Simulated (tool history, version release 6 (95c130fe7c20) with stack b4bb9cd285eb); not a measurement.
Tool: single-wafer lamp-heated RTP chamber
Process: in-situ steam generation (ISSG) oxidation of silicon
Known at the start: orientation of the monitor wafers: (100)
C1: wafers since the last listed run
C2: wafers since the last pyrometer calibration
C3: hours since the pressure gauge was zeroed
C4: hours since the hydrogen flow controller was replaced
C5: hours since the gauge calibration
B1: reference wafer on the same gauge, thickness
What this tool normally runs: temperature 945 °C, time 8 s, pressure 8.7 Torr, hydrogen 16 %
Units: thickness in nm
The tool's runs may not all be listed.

Run 1, hour 0.0: usual settings but temperature 952 °C, hydrogen 19 %; C1 0; C2 7502; C3 2801.9; C4 4197.3; C5 70.6; B1 2.939. Result: thickness 3.241 nm.
At hour 73.1: pyrometer window cleaned and pyrometer calibrated.
Run 2, hour 85.3: usual settings but temperature 952 °C, hydrogen 19 %; C1 972; C2 153; C3 2887.2; C4 4282.6; C5 155.9; B1 2.939. Result: thickness 3.144 nm.
Run 3, hour 122.0: usual settings but temperature 952 °C, hydrogen 19 %; C1 461; C2 615; C3 2923.9; C4 4319.3; C5 192.6; B1 2.940. Result: thickness 3.166 nm.
Run 4, hour 176.8: usual settings but time 9 s; C1 689; C2 1304; C3 2978.7; C4 4374.1; C5 247.4; B1 2.938. Result: thickness 3.116 nm.
Run 5, hour 267.9: usual settings but time 9 s; C1 1146; C2 2450; C3 3069.8; C4 4465.2; C5 338.5; B1 2.940. Result: thickness 3.117 nm.
Run 6, hour 335.8: usual settings but time 9 s; C1 854; C2 3304; C3 3137.7; C4 4533.1; C5 406.4; B1 2.940. Result: thickness 3.125 nm.
Run 7, hour 383.8: usual settings; C1 603; C2 3908; C3 3185.7; C4 4581.1; C5 454.4; B1 2.941. Result: thickness 2.991 nm.
Run 8, hour 448.3: usual settings; C1 811; C2 4720; C3 3250.2; C4 4645.6; C5 518.9; B1 2.941. Result: thickness 3.006 nm.
Run 9, hour 500.9: usual settings but time 11 s, hydrogen 23 %; C1 661; C2 5381; C3 3302.8; C4 4698.2; C5 571.5; B1 2.939. Result: thickness 3.711 nm.
Run 10, hour 593.0: usual settings but temperature 959 °C, time 7 s; C1 1158; C2 6540; C3 3394.9; C4 4790.3; C5 663.6; B1 2.937. Result: thickness 2.978 nm.
At hour 615.4: pressure gauge zeroed.
At hour 616.9: hydrogen flow controller replaced.
At hour 624.6: pyrometer window cleaned and pyrometer calibrated.
Run 11, hour 732.1: usual settings but temperature 938 °C, pressure 9.3 Torr; C1 1533; C2 1352; C3 116.7; C4 115.2; C5 802.7; B1 2.940. Result: thickness 2.922 nm.
Run 12, hour 776.2: usual settings but time 9 s, pressure 9.1 Torr, hydrogen 11 %; C1 554; C2 1907; C3 160.8; C4 159.3; C5 846.8; B1 2.939. Result: thickness 2.847 nm.
At hour 807.9: gauge calibrated.
Run 13, hour 942.9: usual settings; C1 2097; C2 4004; C3 327.5; C4 326.0; C5 135.0; B1 2.940. Result: thickness 2.993 nm.
Run 14, hour 1022.8: usual settings but time 6 s, pressure 10.0 Torr; C1 1005; C2 5010; C3 407.4; C4 405.9; C5 214.9; B1 2.940. Result: thickness 2.665 nm.
Run 15, hour 1060.6: usual settings but pressure 7.4 Torr; C1 475; C2 5485; C3 445.2; C4 443.7; C5 252.7; B1 2.939. Result: thickness 3.022 nm.
At hour 1177.9: pyrometer window cleaned and pyrometer calibrated.
Run 16, hour 1232.0: usual settings; C1 2055; C2 681; C3 616.6; C4 615.1; C5 424.1; B1 2.941. Result: thickness 2.969 nm.
Run 17, hour 1316.0: usual settings but temperature 938 °C, time 9 s, hydrogen 12 %; C1 1056; C2 1737; C3 700.6; C4 699.1; C5 508.1; B1 2.941. Result: thickness 2.865 nm.

Per-run results on a tool with no hidden state, each run keeping its own random variation:
Hidden conditions of the tool in this case: true wafer temperature minus pyrometer reading, K; true pressure minus gauge reading, Torr; deviation of the hydrogen flow from its setpoint, %; gauge reads high (%).
run  thickness
  1      3.160
  2      3.134
  3      3.155
  4      3.104
  5      3.100
  6      3.102
  7      2.966
  8      2.974
  9      3.653
 10      2.922
 11      2.918
 12      2.841
 13      2.973
 14      2.643
 15      2.988
 16      2.967
 17      2.860
